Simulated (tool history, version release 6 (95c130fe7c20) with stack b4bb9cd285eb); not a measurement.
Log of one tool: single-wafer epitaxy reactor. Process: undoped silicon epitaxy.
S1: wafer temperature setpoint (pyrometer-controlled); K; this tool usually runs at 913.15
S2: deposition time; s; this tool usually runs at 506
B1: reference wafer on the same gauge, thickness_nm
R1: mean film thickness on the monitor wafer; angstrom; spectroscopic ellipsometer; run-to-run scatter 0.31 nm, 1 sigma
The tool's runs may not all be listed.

{"run": 1, "day": 0.0, "S1": 921.15, "S2": 506, "B1": 69.087, "R1": 796.6}
{"run": 2, "day": 1.383, "S1": 921.15, "S2": 506, "B1": 69.163, "R1": 802.13}
{"run": 3, "day": 2.883, "S1": 903.15, "S2": 557, "B1": 69.066, "R1": 556.45}
{"run": 4, "day": 4.838, "S1": 903.15, "S2": 557, "B1": 69.062, "R1": 557.16}
{"run": 5, "day": 5.967, "S1": 903.15, "S2": 557, "B1": 69.114, "R1": 558.06}
{"run": 6, "day": 7.296, "S1": 913.15, "S2": 506, "B1": 69.049, "R1": 648.55}
{"run": 7, "day": 9.525, "S1": 923.15, "S2": 506, "B1": 69.118, "R1": 841.74}
{"run": 8, "day": 12.4, "S1": 923.15, "S2": 506, "B1": 69.262, "R1": 839.78}
{"run": 9, "day": 14.762, "S1": 913.15, "S2": 582, "B1": 68.905, "R1": 748.34}
{"run": 10, "day": 16.358, "S1": 913.15, "S2": 582, "B1": 69.12, "R1": 741.46}
{"run": 11, "day": 18.312, "S1": 913.15, "S2": 506, "B1": 69.009, "R1": 647.85}
{"run": 12, "day": 23.088, "S1": 913.15, "S2": 506, "B1": 69.104, "R1": 640.74}
{"run": 13, "day": 26.008, "S1": 913.15, "S2": 506, "B1": 69.049, "R1": 644.68}
{"day": 26.538, "done": "gauge calibrated"}
{"run": 14, "day": 30.625, "S1": 913.15, "S2": 506, "B1": 69.209, "R1": 642.65}
{"run": 15, "day": 33.508, "S1": 913.15, "S2": 506, "B1": 69.106, "R1": 643.41}
{"run": 16, "day": 35.992, "S1": 913.15, "S2": 506, "B1": 69.178, "R1": 638.07}
{"run": 17, "day": 38.946, "S1": 913.15, "S2": 506, "B1": 69.201, "R1": 640.28}
{"run": 18, "day": 41.583, "S1": 913.15, "S2": 506, "B1": 69.042, "R1": 636.85}
{"run": 19, "day": 44.446, "S1": 913.15, "S2": 506, "B1": 69.093, "R1": 632.7}
{"run": 20, "day": 46.533, "S1": 923.15, "S2": 454, "B1": 68.964, "R1": 731.27}
{"run": 21, "day": 48.433, "S1": 913.15, "S2": 506, "B1": 69.104, "R1": 626.6}
{"run": 22, "day": 50.854, "S1": 913.15, "S2": 506, "B1": 69.139, "R1": 628.25}
{"run": 23, "day": 53.725, "S1": 913.15, "S2": 440, "B1": 69.015, "R1": 539.45}
{"run": 24, "day": 55.433, "S1": 903.15, "S2": 431, "B1": 68.936, "R1": 412.15}
{"run": 25, "day": 56.633, "S1": 919.15, "S2": 437, "B1": 69.011, "R1": 625.97}
{"run": 26, "day": 58.329, "S1": 905.15, "S2": 450, "B1": 68.994, "R1": 449.09}
{"run": 27, "day": 61.054, "S1": 913.15, "S2": 422, "B1": 69.16, "R1": 518.03}
{"run": 28, "day": 63.712, "S1": 913.15, "S2": 506, "B1": 69.084, "R1": 621.17}
{"day": 66.446, "done": "pyrometer calibrated"}
{"run": 29, "day": 66.467, "S1": 901.15, "S2": 427, "B1": 68.965, "R1": 414.93}
{"run": 30, "day": 67.6, "S1": 903.15, "S2": 557, "B1": 68.901, "R1": 566.87}
{"run": 31, "day": 69.246, "S1": 913.15, "S2": 570, "B1": 69.198, "R1": 745.74}
{"run": 32, "day": 70.292, "S1": 917.15, "S2": 506, "B1": 69.087, "R1": 733.5}
{"day": 72.179, "done": "gauge calibrated"}
{"run": 33, "day": 72.271, "S1": 904.15, "S2": 414, "B1": 69.1, "R1": 428.84}
{"run": 34, "day": 73.271, "S1": 909.15, "S2": 538, "B1": 69.111, "R1": 637.18}
{"run": 35, "day": 75.321, "S1": 922.15, "S2": 546, "B1": 69.038, "R1": 897.84}
{"run": 36, "day": 77.092, "S1": 922.15, "S2": 471, "B1": 69.191, "R1": 775.21}
{"run": 37, "day": 79.788, "S1": 913.15, "S2": 506, "B1": 68.998, "R1": 660.83}
{"run": 38, "day": 81.417, "S1": 908.15, "S2": 506, "B1": 69.197, "R1": 581.84}
{"run": 39, "day": 83.271, "S1": 905.15, "S2": 570, "B1": 69.324, "R1": 613.77}

List, for all runs, the conditions of the tool that the log does not record:
gauge reads high (%): 0 on each run
H1: wafer temperature above the value expected at the setpoint (K)
run=1 H1=-0.639
run=2 H1=-0.67
run=3 H1=-0.705
run=4 H1=-0.751
run=5 H1=-0.779
run=6 H1=-0.812
run=7 H1=-0.87
run=8 H1=-0.948
run=9 H1=-1.01
run=10 H1=-1.06
run=11 H1=-1.12
run=12 H1=-1.27
run=13 H1=-1.37
run=14 H1=-1.53
run=15 H1=-1.64
run=16 H1=-1.73
run=17 H1=-1.85
run=18 H1=-1.96
run=19 H1=-2.08
run=20 H1=-2.17
run=21 H1=-2.25
run=22 H1=-2.36
run=23 H1=-2.49
run=24 H1=-2.57
run=25 H1=-2.63
run=26 H1=-2.71
run=27 H1=-2.85
run=28 H1=-2.99
run=29 H1=-0.102
run=30 H1=-0.102
run=31 H1=-0.104
run=32 H1=-0.105
run=33 H1=-0.11
run=34 H1=-0.113
run=35 H1=-0.12
run=36 H1=-0.128
run=37 H1=-0.143
run=38 H1=-0.154
run=39 H1=-0.168
